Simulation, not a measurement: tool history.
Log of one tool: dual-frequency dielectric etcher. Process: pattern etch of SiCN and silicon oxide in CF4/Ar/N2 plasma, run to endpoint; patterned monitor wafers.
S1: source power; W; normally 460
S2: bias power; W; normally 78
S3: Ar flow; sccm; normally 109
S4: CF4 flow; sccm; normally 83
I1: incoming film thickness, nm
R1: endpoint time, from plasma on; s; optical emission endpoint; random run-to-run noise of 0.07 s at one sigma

run 1 hour=0.0 | S1=460 S2=78 S3=109 S4=83 | I1=12.33 | R1=13.5
run 2 hour=23.3 | S1=460 S2=78 S3=109 S4=83 | I1=12.21 | R1=13.3
run 3 hour=58.1 | S1=460 S2=73 S3=109 S4=83 | I1=12.37 | R1=13.9
run 4 hour=79.4 | S1=460 S2=78 S3=109 S4=83 | I1=12.30 | R1=13.6
run 5 hour=108.1 | S1=460 S2=78 S3=109 S4=83 | I1=12.37 | R1=13.7
run 6 hour=130.0 | S1=460 S2=78 S3=109 S4=83 | I1=12.32 | R1=13.6
run 7 hour=164.4 | S1=460 S2=78 S3=109 S4=83 | I1=12.42 | R1=13.7
run 8 hour=179.2 | S1=460 S2=78 S3=109 S4=83 | I1=12.35 | R1=13.7
-- hour=193.8 Ar flow controller replaced
run 9 hour=200.1 | S1=460 S2=78 S3=109 S4=83 | I1=12.37 | R1=13.8
run 10 hour=218.5 | S1=460 S2=78 S3=109 S4=83 | I1=12.26 | R1=13.7
-- hour=225.9 bias power generator calibrated
-- hour=238.1 source power generator calibrated
run 11 hour=243.2 | S1=460 S2=78 S3=109 S4=83 | I1=12.39 | R1=13.8
run 12 hour=270.3 | S1=460 S2=78 S3=109 S4=90 | I1=12.25 | R1=13.4
run 13 hour=292.3 | S1=460 S2=78 S3=109 S4=83 | I1=12.37 | R1=13.9
-- hour=336.7 wet clean of the chamber
run 14 hour=337.2 | S1=460 S2=78 S3=109 S4=72 | I1=12.34 | R1=14.7
run 15 hour=338.1 | S1=510 S2=72 S3=136 S4=64 | I1=12.08 | R1=14.7
-- hour=376.5 upper electrode replaced
run 16 hour=411.2 | S1=460 S2=60 S3=109 S4=83 | I1=12.33 | R1=16.4
-- hour=435.7 CF4 flow controller replaced
-- hour=439.0 wet clean of the chamber, repeated, since the last time left the tool worse
run 17 hour=439.5 | S1=340 S2=70 S3=131 S4=73 | I1=12.26 | R1=20.5
run 18 hour=461.5 | S1=570 S2=78 S3=124 S4=65 | I1=12.37 | R1=12.0
run 19 hour=477.2 | S1=460 S2=78 S3=109 S4=83 | I1=12.35 | R1=13.5
run 20 hour=507.2 | S1=460 S2=66 S3=94 S4=83 | I1=12.30 | R1=14.2
run 21 hour=530.0 | S1=460 S2=78 S3=86 S4=83 | I1=12.40 | R1=13.1
run 22 hour=557.2 | S1=460 S2=78 S3=109 S4=83 | I1=12.19 | R1=13.5
run 23 hour=576.6 | S1=460 S2=78 S3=109 S4=83 | I1=12.23 | R1=13.6
run 24 hour=678.1 | S1=460 S2=64 S3=109 S4=83 | I1=12.36 | R1=15.0

Branching from run 24: 4 alternative next runs. What would each branch give?
run A hour=678.5 | S1=460 S2=90 S3=109 S4=83 | I1=12.25 | R1=?
run B hour=678.5 | S1=460 S2=78 S3=109 S4=71 | I1=12.25 | R1=?
run C hour=678.5 | S1=460 S2=90 S3=109 S4=71 | I1=12.25 | R1=?
run D hour=678.5 | S1=380 S2=71 S3=109 S4=83 | I1=12.25 | R1=?

run=A R1=13.0
run=B R1=14.3
run=C R1=13.4
run=D R1=17.6
Stripped of hidden state, with their random variation kept, the same runs would have yielded:
run=A R1=12.7
run=B R1=14.0
run=C R1=13.1
run=D R1=17.1
